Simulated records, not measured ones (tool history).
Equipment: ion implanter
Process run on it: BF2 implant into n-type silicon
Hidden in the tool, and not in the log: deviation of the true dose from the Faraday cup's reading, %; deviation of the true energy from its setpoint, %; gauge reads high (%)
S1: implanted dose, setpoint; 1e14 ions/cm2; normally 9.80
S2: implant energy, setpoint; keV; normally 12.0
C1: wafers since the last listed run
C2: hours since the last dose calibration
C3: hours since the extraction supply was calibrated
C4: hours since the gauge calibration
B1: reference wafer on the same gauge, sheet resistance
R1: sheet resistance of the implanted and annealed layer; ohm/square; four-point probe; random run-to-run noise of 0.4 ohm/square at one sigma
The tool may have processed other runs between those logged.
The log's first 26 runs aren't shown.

run	day	S1	S2	C1	C2	C3	C4	B1	R1
27	14.479	9.80	14.0	97	6.7	131.2	79.9	212.10	178.68
28	15.054	8.28	15.5	216	20.5	145.0	93.7	211.97	188.27
29	15.667	12.60	12.0	230	35.2	159.7	108.4	212.03	172.25
30	16.100	9.80	14.0	162	45.6	170.1	118.8	212.03	179.35
31	16.833	6.92	15.5	275	63.2	187.7	136.4	211.95	206.64
32	17.321	6.88	11.0	183	74.9	199.4	148.1	211.94	228.92
33	17.875	11.88	12.0	208	88.2	212.7	161.4	212.04	175.58
34	18.383	12.48	12.0	191	100.4	224.9	173.6	211.98	172.21
35	18.746	11.21	12.0	136	109.1	233.6	182.3	211.87	177.49
36	19.062	8.00	15.5	119	116.7	241.2	189.9	211.98	190.93
37	19.338	12.31	13.5	103	123.3	247.8	196.5	212.09	167.22
38	19.779	8.53	13.0	166	133.9	258.4	207.1	212.18	194.86

3 ways to go on from here, each from the tool as it stands after run 38. What would each give?
A	19.796	9.80	12.0	6	134.3	258.8	207.5	?	?
B	19.796	9.80	8.0	6	134.3	258.8	207.5	?	?
C	19.796	10.64	13.5	6	134.3	258.8	207.5	?	?

run	B1	R1
A	211.77	187.18
B	211.77	208.70
C	211.77	175.28
Stripped of hidden state, with their random variation kept, the same runs would have yielded:
run	R1
A	187.23
B	208.77
C	175.33
